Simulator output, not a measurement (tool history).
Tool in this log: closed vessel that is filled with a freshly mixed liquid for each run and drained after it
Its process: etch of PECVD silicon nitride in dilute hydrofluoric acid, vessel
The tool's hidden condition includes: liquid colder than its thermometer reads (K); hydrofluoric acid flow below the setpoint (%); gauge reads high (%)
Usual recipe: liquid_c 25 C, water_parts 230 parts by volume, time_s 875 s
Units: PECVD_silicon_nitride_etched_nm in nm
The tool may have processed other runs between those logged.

run    hour  liquid_c  water_parts  time_s  wafers since the last listed run  hours since the thermometer was replaced  hours since the hydrofluoric acid flow meter was replaced  hours since the gauge calibration  read-back film thickness of the PECVD silicon nitride reference wafer, read on the same gauge (nm)  PECVD_silicon_nitride_etched_nm
  1       0        28          175     875                                 0                                     122.1                                                     1050.6                               29.9                                                                                               99.99                             11.4
  2    69.4        28          175     875                              4999                                     191.5                                                       1120                               99.3                                                                                               99.97                            11.44
  3   108.4        25          230     875                              2809                                     230.5                                                       1159                              138.3                                                                                                 100                             7.23
  4     210        25          230     875                              7318                                     332.1                                                     1260.6                              239.9                                                                                               99.98                              7.2
  5   276.4        25          230     875                              4783                                     398.5                                                       1327                              306.3                                                                                                 100                             7.22
  6     418        25          230     875                             10200                                     540.1                                                     1468.6                              447.9                                                                                              100.02                             7.25
  7   503.4        25          230     875                              6151                                     625.5                                                       1554                              533.3                                                                                              100.01                             7.23
  8   576.6        25          230     875                              5273                                     698.7                                                     1627.2                              606.5                                                                                              100.02                             7.22
  9   627.6        25          230     875                              3673                                     749.7                                                     1678.2                              657.5                                                                                              100.01                             7.15
 10   680.4        25          230     875                              3803                                     802.5                                                       1731                              710.3                                                                                              100.02                             7.15
 11   773.2        25          230     875                              6684                                     895.3                                                     1823.8                              803.1                                                                                               99.98                             7.18
      810.9  -- hydrofluoric acid flow meter replaced
 12   827.3        25          230     875                              3825                                     949.4                                                       16.4                              857.2                                                                                              100.01                             7.22
 13   909.4      26.5          145    1330                              5914                                    1031.5                                                       98.5                              939.3                                                                                               99.98                            19.12
 14   974.7        25          230     875                              4703                                    1096.8                                                      163.8                             1004.6                                                                                              100.01                             7.15
 15  1021.7        25          230     875                              3385                                    1143.8                                                      210.8                             1051.6                                                                                                 100                             7.22
 16    1099        25          230     875                              5568                                    1221.1                                                      288.1                             1128.9                                                                                               99.99                             7.15
       1130  -- thermometer replaced
 17  1258.4      29.5          230     735                             11410                                     128.4                                                      447.5                             1288.3                                                                                               99.99                             7.87
 18  1349.3        25          230     875                              6548                                     219.3                                                      538.4                             1379.2                                                                                              100.02                              7.2
 19  1394.9      26.5          290     875                              3284                                     264.9                                                        584                             1424.8                                                                                                 100                             6.28
       1412  -- gauge calibrated
 20  1488.6        25          230     875                              6749                                     358.6                                                      677.7                               76.6                                                                                               99.97                             7.16
 21  1531.2      20.5          125     680                              3068                                     401.2                                                      720.3                              119.2                                                                                              100.01                             7.66
 22  1567.4      23.5          170     360                              2607                                     437.4                                                      756.5                              155.4                                                                                              100.01                             3.64
 23  1868.7        21          145    1020                             21704                                     738.7                                                     1057.8                              456.7                                                                                                 100                            10.22
 24  1975.4      20.5          280    1180                              7686                                     845.4                                                     1164.5                              563.4                                                                                               99.99                             6.06

4 options for the next run, each taken on its own from the tool as it stands now. Forecast them:
  A  1976.3        27          230     875                                64                                     846.3                                                     1165.4                              564.3                                                                                                   ?                                ?
  B  1976.3      20.5          230     875                                64                                     846.3                                                     1165.4                              564.3                                                                                                   ?                                ?
  C  1976.3        25          335     875                                64                                     846.3                                                     1165.4                              564.3                                                                                                   ?                                ?
  D  1976.3      20.5          190    1370                                64                                     846.3                                                     1165.4                              564.3                                                                                                   ?                                ?

run  read-back film thickness of the PECVD silicon nitride reference wafer, read on the same gauge (nm)  PECVD_silicon_nitride_etched_nm
  A                                                                                              100.04                             8.07
  B                                                                                              100.04                             5.37
  C                                                                                              100.04                             4.91
  D                                                                                              100.04                            10.12
What these runs would have given with no unlogged condition in the tool:
run  PECVD_silicon_nitride_etched_nm
  A                             8.07
  B                             5.37
  C                             4.91
  D                            10.12
